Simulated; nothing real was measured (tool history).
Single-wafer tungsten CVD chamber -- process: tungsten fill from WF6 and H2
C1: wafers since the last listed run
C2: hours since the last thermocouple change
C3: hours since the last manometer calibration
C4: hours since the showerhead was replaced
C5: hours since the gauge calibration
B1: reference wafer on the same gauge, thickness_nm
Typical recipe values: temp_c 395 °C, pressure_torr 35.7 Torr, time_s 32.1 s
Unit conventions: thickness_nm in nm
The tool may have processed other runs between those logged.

Run 1, hour 0: usual settings; C1 0; C2 1767.9; C3 1936.3; C4 5956.2; C5 55.9; B1 73.069. Result: thickness_nm 100.1 nm.
Run 2, hour 20.3: usual settings; C1 434; C2 1788.2; C3 1956.6; C4 5976.5; C5 76.2; B1 72.998. Result: thickness_nm 100.087 nm.
Run 3, hour 27.7: usual settings but temp_c 404 °C, pressure_torr 30.4 Torr; C1 158; C2 1795.6; C3 1964; C4 5983.9; C5 83.6; B1 73.033. Result: thickness_nm 110.534 nm.
Run 4, hour 41.1: usual settings; C1 286; C2 1809; C3 1977.4; C4 5997.3; C5 97; B1 72.956. Result: thickness_nm 100.748 nm.
Run 5, hour 58.5: usual settings; C1 372; C2 1826.4; C3 1994.8; C4 6014.7; C5 114.4; B1 72.976. Result: thickness_nm 100.94 nm.
Run 6, hour 72.8: usual settings but pressure_torr 30.5 Torr; C1 305; C2 1840.7; C3 2009.1; C4 6029; C5 128.7; B1 72.981. Result: thickness_nm 96.364 nm.
At hour 83.9: showerhead replaced.
Run 7, hour 88.6: usual settings but pressure_torr 30.5 Torr; C1 166; C2 1856.5; C3 2024.9; C4 4.7; C5 144.5; B1 72.919. Result: thickness_nm 96.922 nm.
Run 8, hour 99.3: usual settings but pressure_torr 30.5 Torr; C1 228; C2 1867.2; C3 2035.6; C4 15.4; C5 155.2; B1 72.908. Result: thickness_nm 96.643 nm.
Run 9, hour 108.7: usual settings; C1 201; C2 1876.6; C3 2045; C4 24.8; C5 164.6; B1 72.965. Result: thickness_nm 100.858 nm.
Run 10, hour 115.1: usual settings but time_s 34.9 s; C1 136; C2 1883; C3 2051.4; C4 31.2; C5 171; B1 72.978. Result: thickness_nm 110.205 nm.
Run 11, hour 124.3: usual settings but temp_c 401 °C, pressure_torr 41.8 Torr, time_s 27.4 s; C1 196; C2 1892.2; C3 2060.6; C4 40.4; C5 180.2; B1 72.965. Result: thickness_nm 99.643 nm.
At hour 134: gauge calibrated.
Run 12, hour 138.5: usual settings but time_s 37.4 s; C1 303; C2 1906.4; C3 2074.8; C4 54.6; C5 4.5; B1 73. Result: thickness_nm 118.498 nm.
At hour 148: capacitance manometer re-zeroed and calibrated.
Run 13, hour 149.6: usual settings; C1 66; C2 1917.5; C3 1.6; C4 65.7; C5 15.6; B1 73.044. Result: thickness_nm 101.961 nm.
At hour 161.7: thermocouple changed; heater temperature recalibrated.
Run 14, hour 163.2: usual settings; C1 119; C2 1.5; C3 15.2; C4 79.3; C5 29.2; B1 73.013. Result: thickness_nm 89.603 nm.
Run 15, hour 200: usual settings but temp_c 400 °C, pressure_torr 31.3 Torr, time_s 28 s; C1 787; C2 38.3; C3 52; C4 116.1; C5 66; B1 72.973. Result: thickness_nm 81.895 nm.
Run 16, hour 215.4: usual settings but temp_c 386 °C, pressure_torr 44.2 Torr, time_s 33.9 s; C1 329; C2 53.7; C3 67.4; C4 131.5; C5 81.4; B1 73.025. Result: thickness_nm 86.935 nm.
Run 17, hour 224.5: usual settings; C1 194; C2 62.8; C3 76.5; C4 140.6; C5 90.5; B1 72.92. Result: thickness_nm 89.506 nm.
Run 18, hour 232.7: usual settings; C1 175; C2 71; C3 84.7; C4 148.8; C5 98.7; B1 72.994. Result: thickness_nm 89.23 nm.
Run 19, hour 248: usual settings but temp_c 399 °C, pressure_torr 30.8 Torr, time_s 36.7 s; C1 327; C2 86.3; C3 100; C4 164.1; C5 114; B1 72.965. Result: thickness_nm 105.41 nm.
Run 20, hour 260.8: usual settings but time_s 38.1 s; C1 273; C2 99.1; C3 112.8; C4 176.9; C5 126.8; B1 73.01. Result: thickness_nm 106.695 nm.

Consider 5 possible next runs. They are alternatives, not a sequence: every one starts from the tool as it was left by run 20. What does each give?
Run A, hour 261.2: usual settings but pressure_torr 30.2 Torr; C1 8; C2 99.5; C3 113.2; C4 177.3; C5 127.2; B1 ?. Result: thickness_nm ?.
Run B, hour 261.2: usual settings but temp_c 399 °C, pressure_torr 32.9 Torr, time_s 29.9 s; C1 8; C2 99.5; C3 113.2; C4 177.3; C5 127.2; B1 ?. Result: thickness_nm ?.
Run C, hour 261.2: usual settings but pressure_torr 32.3 Torr, time_s 36.8 s; C1 8; C2 99.5; C3 113.2; C4 177.3; C5 127.2; B1 ?. Result: thickness_nm ?.
Run D, hour 261.2: usual settings but temp_c 383 °C, pressure_torr 40.8 Torr, time_s 26.4 s; C1 8; C2 99.5; C3 113.2; C4 177.3; C5 127.2; B1 ?. Result: thickness_nm ?.
Run E, hour 261.2: usual settings but temp_c 387 °C; C1 8; C2 99.5; C3 113.2; C4 177.3; C5 127.2; B1 ?. Result: thickness_nm ?.

run      B1  thickness_nm
  A  72.938        85.668
  B  72.938        87.292
  C  72.938       100.132
  D  72.938        62.643
  E  72.938        78.514
Without the tool's unlogged condition, the same runs would have read:
run  thickness_nm
  A        86.265
  B        87.893
  C       100.829
  D        63.104
  E        79.086
